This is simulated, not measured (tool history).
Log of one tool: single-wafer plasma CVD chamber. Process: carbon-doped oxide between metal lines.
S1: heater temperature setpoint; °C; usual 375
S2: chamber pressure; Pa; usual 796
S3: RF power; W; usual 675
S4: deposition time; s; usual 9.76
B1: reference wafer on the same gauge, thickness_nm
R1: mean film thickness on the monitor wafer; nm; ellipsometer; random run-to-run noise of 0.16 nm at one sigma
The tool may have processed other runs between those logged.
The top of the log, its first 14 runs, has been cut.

run 15 hour=354.4 | S1=375 S2=796 S3=675 S4=9.76 | B1=71.581 | R1=61.106
run 16 hour=386.1 | S1=375 S2=849 S3=675 S4=9.25 | B1=71.567 | R1=58.292
run 17 hour=400.3 | S1=375 S2=627 S3=715 S4=9.76 | B1=71.596 | R1=61.793
run 18 hour=428.9 | S1=364 S2=796 S3=625 S4=8.99 | B1=71.608 | R1=55.762
run 19 hour=448.1 | S1=386 S2=796 S3=675 S4=9.04 | B1=71.653 | R1=55.178
run 20 hour=467.6 | S1=375 S2=796 S3=675 S4=9.76 | B1=71.62 | R1=61.077
run 21 hour=496.9 | S1=368 S2=796 S3=675 S4=8.67 | B1=71.594 | R1=55.257
-- hour=510.1 showerhead replaced
run 22 hour=524.6 | S1=360 S2=708 S3=600 S4=7.97 | B1=71.636 | R1=48.701
run 23 hour=544 | S1=361 S2=796 S3=720 S4=9.76 | B1=71.628 | R1=65.372
run 24 hour=594 | S1=375 S2=889 S3=675 S4=9.76 | B1=71.604 | R1=61.302
run 25 hour=621.3 | S1=390 S2=796 S3=675 S4=8.82 | B1=71.58 | R1=53.107
run 26 hour=655.1 | S1=389 S2=979 S3=765 S4=9.76 | B1=71.598 | R1=63.901
run 27 hour=690.4 | S1=375 S2=796 S3=675 S4=9.76 | B1=71.61 | R1=60.92
run 28 hour=704.1 | S1=375 S2=796 S3=675 S4=9.76 | B1=71.586 | R1=60.745
run 29 hour=716.6 | S1=375 S2=796 S3=675 S4=9.76 | B1=71.632 | R1=60.913
run 30 hour=736.8 | S1=367 S2=796 S3=790 S4=11.3 | B1=71.591 | R1=77.118

Alternative continuations, all from the tool just after run 30; predict every row:
run A hour=737.2 | S1=375 S2=796 S3=675 S4=9.76 | B1=? | R1=?
run B hour=737.2 | S1=375 S2=796 S3=675 S4=10.38 | B1=? | R1=?
run C hour=737.2 | S1=361 S2=796 S3=730 S4=7.98 | B1=? | R1=?

run=A B1=71.625 R1=60.961
run=B B1=71.625 R1=64.771
run=C B1=71.625 R1=53.982
Take away the tool's hidden state, keep each run's random variation, and the runs would have read:
run=A R1=61.338
run=B R1=65.172
run=C R1=54.316
